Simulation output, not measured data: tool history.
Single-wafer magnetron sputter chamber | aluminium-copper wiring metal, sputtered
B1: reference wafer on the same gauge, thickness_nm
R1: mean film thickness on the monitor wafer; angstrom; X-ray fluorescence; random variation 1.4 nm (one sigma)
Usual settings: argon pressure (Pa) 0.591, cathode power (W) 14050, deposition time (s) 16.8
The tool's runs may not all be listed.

{"run": 1, "hour": 0.0, "argon pressure (Pa)": 0.673, "cathode power (W)": 14050, "deposition time (s)": 16.8, "B1": 322.21, "R1": 3127.09}
{"run": 2, "hour": 15.9, "argon pressure (Pa)": 0.673, "cathode power (W)": 14050, "deposition time (s)": 16.8, "B1": 321.684, "R1": 3097.58}
{"run": 3, "hour": 38.0, "argon pressure (Pa)": 0.705, "cathode power (W)": 14050, "deposition time (s)": 16.8, "B1": 322.232, "R1": 3035.81}
{"run": 4, "hour": 60.0, "argon pressure (Pa)": 0.705, "cathode power (W)": 14050, "deposition time (s)": 16.8, "B1": 322.127, "R1": 3026.81}
{"hour": 72.8, "done": "sputter target and shields replaced"}
{"run": 5, "hour": 79.9, "argon pressure (Pa)": 0.705, "cathode power (W)": 14050, "deposition time (s)": 16.8, "B1": 321.972, "R1": 3181.32}
{"run": 6, "hour": 130.6, "argon pressure (Pa)": 0.591, "cathode power (W)": 14050, "deposition time (s)": 14.9, "B1": 321.971, "R1": 2945.59}
{"run": 7, "hour": 152.3, "argon pressure (Pa)": 0.591, "cathode power (W)": 14050, "deposition time (s)": 14.9, "B1": 321.767, "R1": 2907.71}
{"run": 8, "hour": 167.1, "argon pressure (Pa)": 0.591, "cathode power (W)": 14050, "deposition time (s)": 18.4, "B1": 322.154, "R1": 3585.74}
{"run": 9, "hour": 202.7, "argon pressure (Pa)": 0.591, "cathode power (W)": 14050, "deposition time (s)": 18.4, "B1": 321.905, "R1": 3570.88}
{"run": 10, "hour": 218.6, "argon pressure (Pa)": 0.591, "cathode power (W)": 14050, "deposition time (s)": 18.4, "B1": 322.02, "R1": 3596.62}
{"run": 11, "hour": 244.9, "argon pressure (Pa)": 0.52, "cathode power (W)": 14050, "deposition time (s)": 18.7, "B1": 322.082, "R1": 3735.55}
{"run": 12, "hour": 278.8, "argon pressure (Pa)": 0.52, "cathode power (W)": 14050, "deposition time (s)": 18.7, "B1": 322.051, "R1": 3754.98}
{"run": 13, "hour": 303.4, "argon pressure (Pa)": 0.52, "cathode power (W)": 14050, "deposition time (s)": 18.7, "B1": 322.301, "R1": 3733.48}
{"hour": 320.7, "done": "sputter target and shields replaced"}
{"run": 14, "hour": 338.7, "argon pressure (Pa)": 0.591, "cathode power (W)": 14050, "deposition time (s)": 16.8, "B1": 321.925, "R1": 3349.75}
{"run": 15, "hour": 373.6, "argon pressure (Pa)": 0.591, "cathode power (W)": 14050, "deposition time (s)": 16.8, "B1": 322.009, "R1": 3307.72}
{"hour": 396.9, "done": "gauge calibrated"}
{"run": 16, "hour": 403.6, "argon pressure (Pa)": 0.798, "cathode power (W)": 14050, "deposition time (s)": 13.7, "B1": 321.558, "R1": 2419.44}
{"hour": 454.2, "done": "magnet pack replaced"}
{"run": 17, "hour": 454.7, "argon pressure (Pa)": 0.591, "cathode power (W)": 14050, "deposition time (s)": 14.5, "B1": 322.146, "R1": 2833.75}
{"run": 18, "hour": 476.8, "argon pressure (Pa)": 0.516, "cathode power (W)": 15900, "deposition time (s)": 18.2, "B1": 322.303, "R1": 4179.29}
{"hour": 485.5, "done": "capacitance manometer re-zeroed and calibrated"}
{"run": 19, "hour": 493.2, "argon pressure (Pa)": 0.591, "cathode power (W)": 14050, "deposition time (s)": 18.4, "B1": 321.953, "R1": 3574.12}
{"hour": 534.9, "done": "sputter target and shields replaced"}
{"run": 20, "hour": 535.4, "argon pressure (Pa)": 0.591, "cathode power (W)": 14050, "deposition time (s)": 16.8, "B1": 322.242, "R1": 3395.02}
{"run": 21, "hour": 561.1, "argon pressure (Pa)": 0.705, "cathode power (W)": 11300, "deposition time (s)": 16.8, "B1": 322.225, "R1": 2538.42}
{"run": 22, "hour": 587.2, "argon pressure (Pa)": 0.815, "cathode power (W)": 17350, "deposition time (s)": 15.3, "B1": 321.862, "R1": 3334.34}
{"run": 23, "hour": 618.8, "argon pressure (Pa)": 0.38, "cathode power (W)": 14050, "deposition time (s)": 16.8, "B1": 322.191, "R1": 3680.01}
{"run": 24, "hour": 650.2, "argon pressure (Pa)": 0.591, "cathode power (W)": 17050, "deposition time (s)": 16.8, "B1": 321.75, "R1": 3952.37}
{"run": 25, "hour": 676.6, "argon pressure (Pa)": 0.591, "cathode power (W)": 14050, "deposition time (s)": 16.8, "B1": 322.039, "R1": 3226.83}
{"run": 26, "hour": 693.4, "argon pressure (Pa)": 0.373, "cathode power (W)": 14050, "deposition time (s)": 14.4, "B1": 321.581, "R1": 3119.09}
{"run": 27, "hour": 720.6, "argon pressure (Pa)": 0.512, "cathode power (W)": 15450, "deposition time (s)": 19, "B1": 321.846, "R1": 4188.11}
{"hour": 738.4, "done": "sputter target and shields replaced"}
{"run": 28, "hour": 740.7, "argon pressure (Pa)": 0.774, "cathode power (W)": 11200, "deposition time (s)": 19.8, "B1": 322.071, "R1": 2865.37}
{"run": 29, "hour": 772.6, "argon pressure (Pa)": 0.718, "cathode power (W)": 11600, "deposition time (s)": 18.4, "B1": 321.85, "R1": 2787.11}
{"run": 30, "hour": 808.1, "argon pressure (Pa)": 0.684, "cathode power (W)": 11000, "deposition time (s)": 19, "B1": 322.187, "R1": 2771.58}
{"run": 31, "hour": 833.4, "argon pressure (Pa)": 0.591, "cathode power (W)": 16650, "deposition time (s)": 18.2, "B1": 322.295, "R1": 4190.13}
{"run": 32, "hour": 863.6, "argon pressure (Pa)": 0.591, "cathode power (W)": 16850, "deposition time (s)": 14.3, "B1": 322.024, "R1": 3317.03}
{"run": 33, "hour": 897.0, "argon pressure (Pa)": 0.804, "cathode power (W)": 16700, "deposition time (s)": 15.4, "B1": 321.873, "R1": 3183.93}
{"hour": 993.4, "done": "sputter target and shields replaced"}
{"run": 34, "hour": 993.9, "argon pressure (Pa)": 0.591, "cathode power (W)": 14050, "deposition time (s)": 16.8, "B1": 322.374, "R1": 3429.17}

Forecast each of these 4 alternatives for the next run:
{"run": "A", "hour": 994.3, "argon pressure (Pa)": 0.591, "cathode power (W)": 14050, "deposition time (s)": 16.8, "B1": "?", "R1": "?"}
{"run": "B", "hour": 994.3, "argon pressure (Pa)": 0.493, "cathode power (W)": 16100, "deposition time (s)": 14.3, "B1": "?", "R1": "?"}
{"run": "C", "hour": 994.3, "argon pressure (Pa)": 0.512, "cathode power (W)": 16350, "deposition time (s)": 19.8, "B1": "?", "R1": "?"}
{"run": "D", "hour": 994.3, "argon pressure (Pa)": 0.591, "cathode power (W)": 16900, "deposition time (s)": 18.5, "B1": "?", "R1": "?"}

run=A B1=321.556 R1=3406.81
run=B B1=321.556 R1=3498.04
run=C B1=321.556 R1=4869.52
run=D B1=321.556 R1=4512.53
Without the tool's hidden state the same runs would have given:
run=A R1=3415.76
run=B R1=3507.24
run=C R1=4882.32
run=D R1=4524.4
